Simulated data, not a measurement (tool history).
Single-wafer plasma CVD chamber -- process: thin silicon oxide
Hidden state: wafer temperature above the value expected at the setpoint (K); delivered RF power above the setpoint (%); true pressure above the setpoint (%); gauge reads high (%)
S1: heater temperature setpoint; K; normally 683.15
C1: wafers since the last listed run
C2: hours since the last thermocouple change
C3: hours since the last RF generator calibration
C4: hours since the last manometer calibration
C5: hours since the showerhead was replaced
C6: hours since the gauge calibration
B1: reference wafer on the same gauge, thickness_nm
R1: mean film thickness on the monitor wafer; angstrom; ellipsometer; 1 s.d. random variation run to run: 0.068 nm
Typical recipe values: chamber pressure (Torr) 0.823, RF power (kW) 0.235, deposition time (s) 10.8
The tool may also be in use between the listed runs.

Run 1, hour 0: usual settings but deposition time (s) 9.2; C1 0; C2 1250.9; C3 48.9; C4 1379.2; C5 5136.3; C6 928.6; B1 20.085. Result: R1 151.98 angstrom.
Run 2, hour 68.5: usual settings but deposition time (s) 9.2; C1 1911; C2 1319.4; C3 117.4; C4 1447.7; C5 5204.8; C6 997.1; B1 20.081. Result: R1 151.99 angstrom.
Run 3, hour 112.4: usual settings but S1 694.15 K, RF power (kW) 0.205; C1 1225; C2 1363.3; C3 161.3; C4 1491.6; C5 5248.7; C6 1041; B1 20.093. Result: R1 165.3 angstrom.
Run 4, hour 157.7: usual settings but S1 694.15 K, RF power (kW) 0.205; C1 1264; C2 1408.6; C3 206.6; C4 1536.9; C5 5294; C6 1086.3; B1 20.085. Result: R1 163.51 angstrom.
At hour 176: thermocouple changed; heater temperature recalibrated.
Run 5, hour 262.2: usual settings but S1 694.15 K, RF power (kW) 0.205; C1 2692; C2 86.2; C3 311.1; C4 1641.4; C5 5398.5; C6 1190.8; B1 20.083. Result: R1 163.91 angstrom.
Run 6, hour 357.6: usual settings but RF power (kW) 0.265; C1 2662; C2 181.6; C3 406.5; C4 1736.8; C5 5493.9; C6 1286.2; B1 20.074. Result: R1 186.79 angstrom.
Run 7, hour 421.7: usual settings but RF power (kW) 0.21; C1 1788; C2 245.7; C3 470.6; C4 1800.9; C5 5558; C6 1350.3; B1 20.139. Result: R1 167.31 angstrom.
Run 8, hour 546.7: usual settings but chamber pressure (Torr) 1.01; C1 3488; C2 370.7; C3 595.6; C4 1925.9; C5 5683; C6 1475.3; B1 20.105. Result: R1 211.41 angstrom.
Run 9, hour 593.4: usual settings but chamber pressure (Torr) 0.73, RF power (kW) 0.2; C1 1303; C2 417.4; C3 642.3; C4 1972.6; C5 5729.7; C6 1522; B1 20.124. Result: R1 142.38 angstrom.
At hour 627.5: capacitance manometer re-zeroed and calibrated.
Run 10, hour 767.5: usual settings; C1 4635; C2 591.5; C3 816.4; C4 140; C5 5903.8; C6 1696.1; B1 20.092. Result: R1 175.1 angstrom.
Run 11, hour 870: usual settings; C1 2860; C2 694; C3 918.9; C4 242.5; C5 6006.3; C6 1798.6; B1 20.068. Result: R1 173.47 angstrom.
Run 12, hour 911.5: usual settings but deposition time (s) 11.5; C1 1158; C2 735.5; C3 960.4; C4 284; C5 6047.8; C6 1840.1; B1 20.125. Result: R1 182.99 angstrom.
Run 13, hour 1013.5: usual settings but chamber pressure (Torr) 1.028; C1 2846; C2 837.5; C3 1062.4; C4 386; C5 6149.8; C6 1942.1; B1 20.097. Result: R1 207.2 angstrom.
At hour 1028.6: RF generator calibrated.
Run 14, hour 1058.5: usual settings but S1 696.15 K, deposition time (s) 10; C1 1032; C2 882.5; C3 29.9; C4 431; C5 6194.8; C6 1987.1; B1 20.068. Result: R1 163.35 angstrom.
Run 15, hour 1124.9: usual settings but S1 673.15 K, chamber pressure (Torr) 0.919, deposition time (s) 10; C1 1852; C2 948.9; C3 96.3; C4 497.4; C5 6261.2; C6 2053.5; B1 20.095. Result: R1 184.01 angstrom.
At hour 1144.8: showerhead replaced.
Run 16, hour 1195.9: usual settings; C1 1758; C2 1019.9; C3 167.3; C4 568.4; C5 51.1; C6 2124.5; B1 20.103. Result: R1 179.2 angstrom.
At hour 1217: gauge calibrated.
Run 17, hour 1283.2: usual settings but chamber pressure (Torr) 0.703, deposition time (s) 12.8; C1 2436; C2 1107.2; C3 254.6; C4 655.7; C5 138.4; C6 66.2; B1 20.125. Result: R1 178.24 angstrom.
At hour 1373.9: thermocouple changed; heater temperature recalibrated.
Run 18, hour 1380.5: usual settings; C1 2491; C2 6.6; C3 351.9; C4 753; C5 235.7; C6 163.5; B1 20.137. Result: R1 177.87 angstrom.
Run 19, hour 1593.3: usual settings but S1 678.15 K, chamber pressure (Torr) 0.621, RF power (kW) 0.2, deposition time (s) 9; C1 5938; C2 219.4; C3 564.7; C4 965.8; C5 448.5; C6 376.3; B1 20.099. Result: R1 98.78 angstrom.
Run 20, hour 1694.7: usual settings but S1 670.15 K, chamber pressure (Torr) 0.649, RF power (kW) 0.255, deposition time (s) 12.4; C1 2829; C2 320.8; C3 666.1; C4 1067.2; C5 549.9; C6 477.7; B1 20.093. Result: R1 162.4 angstrom.
Run 21, hour 1779.1: usual settings but chamber pressure (Torr) 0.73, RF power (kW) 0.2; C1 2355; C2 405.2; C3 750.5; C4 1151.6; C5 634.3; C6 562.1; B1 20.124. Result: R1 140.74 angstrom.
Run 22, hour 1854: usual settings; C1 2090; C2 480.1; C3 825.4; C4 1226.5; C5 709.2; C6 637; B1 20.096. Result: R1 173.5 angstrom.
Run 23, hour 1957.6: usual settings but chamber pressure (Torr) 0.628, RF power (kW) 0.27, deposition time (s) 12.6; C1 2890; C2 583.7; C3 929; C4 1330.1; C5 812.8; C6 740.6; B1 20.157. Result: R1 159.96 angstrom.
Run 24, hour 2026.8: usual settings; C1 1931; C2 652.9; C3 998.2; C4 1399.3; C5 882; C6 809.8; B1 20.114. Result: R1 172.18 angstrom.
Run 25, hour 2082.5: usual settings but deposition time (s) 12.5; C1 1554; C2 708.6; C3 1053.9; C4 1455; C5 937.7; C6 865.5; B1 20.096. Result: R1 198.78 angstrom.
At hour 2099.7: RF generator calibrated.
Run 26, hour 2127.8: usual settings but S1 668.15 K, chamber pressure (Torr) 0.898; C1 1040; C2 753.9; C3 28.1; C4 1500.3; C5 983; C6 910.8; B1 20.085. Result: R1 195.19 angstrom.
Run 27, hour 2230.4: usual settings but S1 671.15 K, RF power (kW) 0.27, deposition time (s) 11.6; C1 2863; C2 856.5; C3 130.7; C4 1602.9; C5 1085.6; C6 1013.4; B1 20.096. Result: R1 206.95 angstrom.
Run 28, hour 2287.6: usual settings but S1 673.15 K, chamber pressure (Torr) 1.009; C1 1596; C2 913.7; C3 187.9; C4 1660.1; C5 1142.8; C6 1070.6; B1 20.076. Result: R1 214.56 angstrom.
Run 29, hour 2355.3: usual settings but chamber pressure (Torr) 1.017; C1 1889; C2 981.4; C3 255.6; C4 1727.8; C5 1210.5; C6 1138.3; B1 20.112. Result: R1 213.59 angstrom.

Table of differences, measured result less the result of that run with no hidden state. Run-to-run variation is the same in both. Gauge scatter possibly is not:
run     R1
  1  -0.42
  2  -0.47
  3  -0.63
  4  -0.72
  5  -1.03
  6  -1.42
  7  -1.79
  8  -3.03
  9  -2.49
 10  -4.35
 11  -5.39
 12  -6.19
 13  -8.53
 14  -0.49
 15   -0.6
 16  -0.69
 17   -0.9
 18  -1.24
 19  -1.43
 20  -2.75
 21  -3.29
 22  -4.45
 23  -4.82
 24  -6.33
 25  -8.12
 26  -0.42
 27  -0.52
 28  -0.69
 29   -0.9
